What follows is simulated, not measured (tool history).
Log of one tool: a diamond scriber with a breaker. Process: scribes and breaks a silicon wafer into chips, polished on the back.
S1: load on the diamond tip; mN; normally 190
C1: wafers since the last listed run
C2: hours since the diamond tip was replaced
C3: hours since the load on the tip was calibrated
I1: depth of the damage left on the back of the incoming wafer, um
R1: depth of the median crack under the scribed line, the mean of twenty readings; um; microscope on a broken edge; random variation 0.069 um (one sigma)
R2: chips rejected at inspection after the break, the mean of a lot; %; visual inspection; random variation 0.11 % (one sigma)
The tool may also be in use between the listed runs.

run,hour,S1,C1,C2,C3,I1,R1,R2
1,0,190,0,396.7,1405.2,0.03,6.63,2.52
2,21.6,190,52,418.3,1426.8,0.04,6.74,2.6
3,55.2,190,81,451.9,1460.4,0.02,6.65,2.78
4,157.4,190,246,554.1,1562.6,0.04,6.55,2.45
5,172.9,190,37,569.6,1578.1,0.02,6.64,2.37
6,194.6,144,52,591.3,1599.8,0.01,5.78,6.31
7,219.5,144,60,616.2,1624.7,0.01,5.77,6.97
8,246.1,190,64,642.8,1651.3,0.02,6.5,2.75
9,281.6,190,85,678.3,1686.8,0.04,6.6,2.65
10,309.5,190,67,706.2,1714.7,0.04,6.6,2.76
11,324.4,190,35,721.1,1729.6,0.03,6.44,2.65
12,358.4,190,82,755.1,1763.6,0.01,6.49,2.97
13,387,190,69,783.7,1792.2,0.03,6.54,3.09
14,399.3,190,29,796,1804.5,0.05,6.46,2.83
15,415.7,190,39,812.4,1820.9,0.05,6.44,3.31
16,443.1,190,66,839.8,1848.3,0.04,6.38,3.03
17,464.9,190,52,861.6,1870.1,0.05,6.36,3.27
18,493.1,222,68,889.8,1898.3,0.04,6.93,1.93
19,517.9,190,59,914.6,1923.1,0.05,6.37,3.46
20,534.7,244,40,931.4,1939.9,0.04,7.21,1.62
21,567.2,190,78,963.9,1972.4,0.05,6.3,3.59
# hour 588.5: load on the tip recalibrated
22,603.2,166,82,999.9,14.7,0.02,6.31,3.29
23,628.2,230,60,1024.9,39.7,0.04,7.29,1.5
24,655.2,154,65,1051.9,66.7,0.02,6,4.85
25,679.2,190,57,1075.9,90.7,0.01,6.65,2.49
26,702.5,222,56,1099.2,114,0.01,7.06,1.39
27,716.8,175,34,1113.5,128.3,0.02,6.33,3.43
28,732.6,190,38,1129.3,144.1,0.04,6.55,2.78

Predict the results of run 29:
# hour 740.2: diamond tip replaced by a new one
29,761.8,190,65,21.6,173.3,0.01,?,?

R1: 7.06 um
R2: 1.58 %
The same run, on a tool lacking any hidden state, would have yielded R1 7.39 um, R2 1.4 %.
